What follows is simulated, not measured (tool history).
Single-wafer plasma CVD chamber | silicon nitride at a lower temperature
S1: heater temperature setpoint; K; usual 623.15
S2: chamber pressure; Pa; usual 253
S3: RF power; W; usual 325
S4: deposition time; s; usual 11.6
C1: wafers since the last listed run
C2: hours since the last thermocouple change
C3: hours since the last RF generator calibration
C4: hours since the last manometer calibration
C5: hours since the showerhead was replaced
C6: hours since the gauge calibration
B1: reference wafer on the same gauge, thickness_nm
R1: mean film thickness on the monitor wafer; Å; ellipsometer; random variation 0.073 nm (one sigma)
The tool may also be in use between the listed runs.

Run 1, hour 0: usual settings but S2 223 Pa; C1 0; C2 1039.9; C3 984.1; C4 721.1; C5 2420.7; C6 211.9; B1 13.419. Result: R1 130.03 Å.
Run 2, hour 38: usual settings but S2 223 Pa; C1 850; C2 1077.9; C3 1022.1; C4 759.1; C5 2458.7; C6 249.9; B1 13.403. Result: R1 130.04 Å.
Run 3, hour 81.6: usual settings but S2 223 Pa; C1 976; C2 1121.5; C3 1065.7; C4 802.7; C5 2502.3; C6 293.5; B1 13.422. Result: R1 130.73 Å.
Run 4, hour 136.3: usual settings but S1 632.15 K, S2 225 Pa; C1 1224; C2 1176.2; C3 1120.4; C4 857.4; C5 2557; C6 348.2; B1 13.438. Result: R1 130.44 Å.
Run 5, hour 203: usual settings but S1 632.15 K, S2 225 Pa; C1 1493; C2 1242.9; C3 1187.1; C4 924.1; C5 2623.7; C6 414.9; B1 13.417. Result: R1 130.44 Å.
Run 6, hour 270.3: usual settings but S1 632.15 K, S2 225 Pa; C1 1506; C2 1310.2; C3 1254.4; C4 991.4; C5 2691; C6 482.2; B1 13.387. Result: R1 131.45 Å.
At hour 282.9: capacitance manometer re-zeroed and calibrated.
Run 7, hour 319.9: usual settings but S1 611.15 K, S2 211 Pa; C1 931; C2 1359.8; C3 1304; C4 37; C5 2740.6; C6 531.8; B1 13.409. Result: R1 128.76 Å.
At hour 366.1: RF generator calibrated.
Run 8, hour 368.8: usual settings but S1 611.15 K, S2 211 Pa; C1 915; C2 1408.7; C3 2.7; C4 85.9; C5 2789.5; C6 580.7; B1 13.366. Result: R1 128.9 Å.
Run 9, hour 427: usual settings but S1 634.15 K, S2 231 Pa, S3 305 W; C1 1302; C2 1466.9; C3 60.9; C4 144.1; C5 2847.7; C6 638.9; B1 13.393. Result: R1 125.23 Å.
Run 10, hour 482.2: usual settings but S1 630.15 K, S2 236 Pa, S3 365 W; C1 1235; C2 1522.1; C3 116.1; C4 199.3; C5 2902.9; C6 694.1; B1 13.39. Result: R1 142.59 Å.
At hour 528.4: thermocouple changed; heater temperature recalibrated.
Run 11, hour 528.9: usual settings but S1 633.15 K, S2 220 Pa, S4 12.7 s; C1 866; C2 0.5; C3 162.8; C4 246; C5 2949.6; C6 740.8; B1 13.417. Result: R1 143.03 Å.
Run 12, hour 571.5: usual settings; C1 953; C2 43.1; C3 205.4; C4 288.6; C5 2992.2; C6 783.4; B1 13.387. Result: R1 134.81 Å.
At hour 578.9: gauge calibrated.
At hour 591.7: showerhead replaced.
Run 13, hour 616.5: usual settings but S1 611.15 K, S2 283 Pa, S3 300 W, S4 12.3 s; C1 828; C2 88.1; C3 250.4; C4 333.6; C5 24.8; C6 37.6; B1 13.418. Result: R1 139.59 Å.
Run 14, hour 650.9: usual settings but S4 10.1 s; C1 770; C2 122.5; C3 284.8; C4 368; C5 59.2; C6 72; B1 13.38. Result: R1 117.37 Å.
Run 15, hour 700.9: usual settings; C1 1119; C2 172.5; C3 334.8; C4 418; C5 109.2; C6 122; B1 13.404. Result: R1 135.01 Å.
Run 16, hour 838.3: usual settings; C1 3075; C2 309.9; C3 472.2; C4 555.4; C5 246.6; C6 259.4; B1 13.383. Result: R1 135.03 Å.

What the log doesn't show, run by run:
wafer temperature above the value expected at the setpoint (K): 0 in every run
delivered RF power above the setpoint (%): 0 in every run
true pressure above the setpoint (%): 0 in every run
gauge reads high (%): 0 in every run

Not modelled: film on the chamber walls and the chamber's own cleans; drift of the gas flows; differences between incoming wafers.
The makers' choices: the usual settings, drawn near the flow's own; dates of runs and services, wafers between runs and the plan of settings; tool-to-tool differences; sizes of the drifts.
